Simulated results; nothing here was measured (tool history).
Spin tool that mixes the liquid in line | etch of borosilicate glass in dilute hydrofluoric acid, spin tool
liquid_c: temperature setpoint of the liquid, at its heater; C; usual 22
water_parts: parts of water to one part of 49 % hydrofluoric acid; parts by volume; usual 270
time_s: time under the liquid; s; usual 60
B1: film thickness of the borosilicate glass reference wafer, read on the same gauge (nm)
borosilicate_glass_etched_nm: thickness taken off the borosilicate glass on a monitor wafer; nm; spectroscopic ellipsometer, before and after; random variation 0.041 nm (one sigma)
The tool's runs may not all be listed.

run 1 hour=0 | liquid_c=22 water_parts=300 time_s=45 | B1=120 | borosilicate_glass_etched_nm=3.59
run 2 hour=87.3 | liquid_c=22 water_parts=300 time_s=45 | B1=120.01 | borosilicate_glass_etched_nm=3.65
run 3 hour=174.6 | liquid_c=22 water_parts=300 time_s=45 | B1=120.01 | borosilicate_glass_etched_nm=3.54
run 4 hour=234.8 | liquid_c=22 water_parts=270 time_s=60 | B1=120.01 | borosilicate_glass_etched_nm=5.35
run 5 hour=334.6 | liquid_c=22 water_parts=270 time_s=60 | B1=120 | borosilicate_glass_etched_nm=5.34
run 6 hour=419.3 | liquid_c=22 water_parts=270 time_s=60 | B1=119.99 | borosilicate_glass_etched_nm=5.4
-- hour=424 hydrofluoric acid flow meter replaced
run 7 hour=474.5 | liquid_c=26 water_parts=270 time_s=60 | B1=120 | borosilicate_glass_etched_nm=6.48
run 8 hour=531.8 | liquid_c=24.5 water_parts=270 time_s=35 | B1=119.99 | borosilicate_glass_etched_nm=3.48
-- hour=583.7 thermometer replaced
run 9 hour=623.6 | liquid_c=22 water_parts=270 time_s=90 | B1=119.99 | borosilicate_glass_etched_nm=8.39
run 10 hour=677.7 | liquid_c=22 water_parts=300 time_s=45 | B1=119.99 | borosilicate_glass_etched_nm=3.61
-- hour=734.1 gauge calibrated
run 11 hour=759.9 | liquid_c=19 water_parts=270 time_s=85 | B1=119.97 | borosilicate_glass_etched_nm=7.01
run 12 hour=858.1 | liquid_c=25.5 water_parts=200 time_s=85 | B1=120 | borosilicate_glass_etched_nm=12.54
run 13 hour=925.6 | liquid_c=26.5 water_parts=270 time_s=85 | B1=119.98 | borosilicate_glass_etched_nm=9.05
run 14 hour=983.7 | liquid_c=23.5 water_parts=270 time_s=60 | B1=120.01 | borosilicate_glass_etched_nm=5.64

Forecast each of these 4 alternatives for the next run:
run A hour=984.1 | liquid_c=22 water_parts=270 time_s=60 | B1=? | borosilicate_glass_etched_nm=?
run B hour=984.1 | liquid_c=22 water_parts=335 time_s=40 | B1=? | borosilicate_glass_etched_nm=?
run C hour=984.1 | liquid_c=17 water_parts=270 time_s=35 | B1=? | borosilicate_glass_etched_nm=?
run D hour=984.1 | liquid_c=24 water_parts=270 time_s=95 | B1=? | borosilicate_glass_etched_nm=?

run=A B1=120.02 borosilicate_glass_etched_nm=5.39
run=B B1=120.02 borosilicate_glass_etched_nm=2.72
run=C B1=120.02 borosilicate_glass_etched_nm=2.61
run=D B1=120.02 borosilicate_glass_etched_nm=9.17
Without the tool's hidden state the same runs would have given:
run=A borosilicate_glass_etched_nm=5.68
run=B borosilicate_glass_etched_nm=2.87
run=C borosilicate_glass_etched_nm=2.75
run=D borosilicate_glass_etched_nm=9.65

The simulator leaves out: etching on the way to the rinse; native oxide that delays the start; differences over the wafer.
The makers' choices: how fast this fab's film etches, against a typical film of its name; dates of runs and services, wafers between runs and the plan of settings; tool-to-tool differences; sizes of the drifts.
